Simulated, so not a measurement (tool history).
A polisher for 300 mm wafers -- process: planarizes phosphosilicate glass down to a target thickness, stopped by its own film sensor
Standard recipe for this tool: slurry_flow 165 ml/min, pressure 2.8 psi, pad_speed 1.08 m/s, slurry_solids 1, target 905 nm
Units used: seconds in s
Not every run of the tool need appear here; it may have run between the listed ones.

| run | hour | slurry_flow | pressure | pad_speed | slurry_solids | target | incoming thickness of the incoming film, nm | seconds |
|---|---|---|---|---|---|---|---|---|
| 1 | 0 | 165 | 2.8 | 1.08 | 1 | 905 | 1704.4 | 96.3 |
|  | 6.1 | slurry nozzle cleaned |
| 2 | 77.3 | 165 | 2.8 | 1.08 | 1 | 905 | 1693.3 | 98.2 |
|  | 86.2 | slurry blender recalibrated |
| 3 | 173.6 | 165 | 2.8 | 1.08 | 1 | 905 | 1694.3 | 99.9 |
|  | 198.2 | worn pad replaced by a new one |
| 4 | 271.7 | 165 | 2.8 | 1.08 | 1 | 905 | 1735 | 94.4 |
| 5 | 325.6 | 185 | 2.8 | 1.08 | 1 | 905 | 1676.6 | 88.6 |
|  | 352 | conditioning disc replaced and pad reconditioned |
| 6 | 395.4 | 185 | 2.8 | 1.08 | 1 | 905 | 1689.5 | 90.8 |
|  | 461.9 | slurry nozzle cleaned |
| 7 | 502.2 | 185 | 2.8 | 1.08 | 1 | 905 | 1720.4 | 96.2 |
|  | 511.4 | head pressure recalibrated |
|  | 514.2 | slurry blender recalibrated |
| 8 | 549.2 | 165 | 2.8 | 1.08 | 1 | 905 | 1709.7 | 99.2 |
| 9 | 599.6 | 165 | 2.8 | 1.08 | 1 | 905 | 1675.2 | 93.1 |
| 10 | 642.1 | 190 | 2.8 | 1.08 | 1 | 905 | 1709.5 | 95.3 |
|  | 718.6 | worn pad replaced by a new one |
| 11 | 719.1 | 165 | 2.8 | 1.08 | 1 | 905 | 1690.5 | 89.3 |
| 12 | 788.8 | 165 | 2.8 | 1.08 | 0.7 | 759 | 1687.4 | 138.2 |
|  | 806.6 | conditioning disc replaced and pad reconditioned |
|  | 960.5 | slurry nozzle cleaned |
|  | 1047.5 | slurry blender recalibrated |
| 13 | 1110.6 | 165 | 2.8 | 0.92 | 0.7 | 905 | 1680.7 | 137.4 |
| 14 | 1164.9 | 165 | 1.8 | 1.08 | 1 | 1023 | 1674.8 | 126.1 |
| 15 | 1205.1 | 165 | 2.8 | 1.08 | 1 | 905 | 1674.2 | 92.7 |

The next listed run, before its measurement:
|  | 1212.3 | worn pad replaced by a new one |
|  | 1279 | conditioning disc replaced and pad reconditioned |
| 16 | 1303.7 | 165 | 2.8 | 1.26 | 1 | 905 | 1732 | ? |

Run 16 measured seconds 84.3 s.
Were there no unlogged condition in the tool, this run, its random variation unchanged, would have produced seconds 82.5 s.
